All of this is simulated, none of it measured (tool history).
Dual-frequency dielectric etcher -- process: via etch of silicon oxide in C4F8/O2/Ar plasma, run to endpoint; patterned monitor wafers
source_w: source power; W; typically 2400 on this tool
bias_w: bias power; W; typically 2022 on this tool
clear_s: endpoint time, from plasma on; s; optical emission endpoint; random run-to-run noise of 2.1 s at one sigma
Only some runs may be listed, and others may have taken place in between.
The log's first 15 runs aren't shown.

run    hour  source_w  bias_w  wafers since the last listed run  hours since the last wet clean  hours since the last source power generator calibration  hours since the last bias power generator calibration  hours since the last upper electrode change  incoming incoming film thickness, nm  clear_s
 16   773.9      2400    1812                               242                           319.4                                                   1197.5                                                 3564.6                                       4808.4                                2044.5    408.8
 17     843      2780    2022                               391                           388.5                                                   1266.6                                                 3633.7                                       4877.5                                2076.9    373.7
      854.9  -- bias power generator calibrated
      991.9  -- wet clean of the chamber
 18  1025.4      2400    2022                               874                            33.5                                                     1449                                                  170.5                                       5059.9                                2062.6    396.6
 19    1089      2990    2407                               360                            97.1                                                   1512.6                                                  234.1                                       5123.5                                2065.1    349.8
     1097.2  -- source power generator calibrated
 20  1159.5      2400    2467                               376                           167.6                                                     62.3                                                  304.6                                         5194                                2063.3    363.5
     1218.6  -- upper electrode replaced
 21  1219.1      2400    2022                               201                           227.2                                                    121.9                                                  364.2                                          0.5                                2053.4    382.1
 22  1255.5      2080    2022                               206                           263.6                                                    158.3                                                  400.6                                         36.9                                  2051    409.5
 23  1280.1      2560    2195                               139                           288.2                                                    182.9                                                  425.2                                         61.5                                2058.3    360.5
 24  1319.8      2400    2022                               224                           327.9                                                    222.6                                                  464.9                                        101.2                                2043.5      378
     1328.6  -- source power generator calibrated, repeated, since the last time left the tool worse
 25  1377.9      2930    2444                               306                             386                                                     49.3                                                    523                                        159.3                                2057.4    341.9
 26  1412.3      2700    1814                               194                           420.4                                                     83.7                                                  557.4                                        193.7                                2071.9    385.3
     1467.9  -- wet clean of the chamber
 27  1468.4      2400    2382                               181                             0.5                                                    139.8                                                  613.5                                        249.8                                2061.4    374.6
 28  1532.5      2400    2022                               363                            64.6                                                    203.9                                                  677.6                                        313.9                                2049.5    391.4
 29  1588.8      2910    2501                               319                           120.9                                                    260.2                                                  733.9                                        370.2                                2050.4    338.8
 30  1716.8      1910    1664                               725                           248.9                                                    388.2                                                  861.9                                        498.2                                2040.9    458.6

For run 31, what comes out?
 31  1761.3      2400    2373                               252                           293.4                                                    432.7                                                  906.4                                        542.7                                2023.7        ?

clear_s: 367.6 s
If the tool had no hidden condition, the same run with the same run-to-run variation would have returned clear_s 367.9 s.
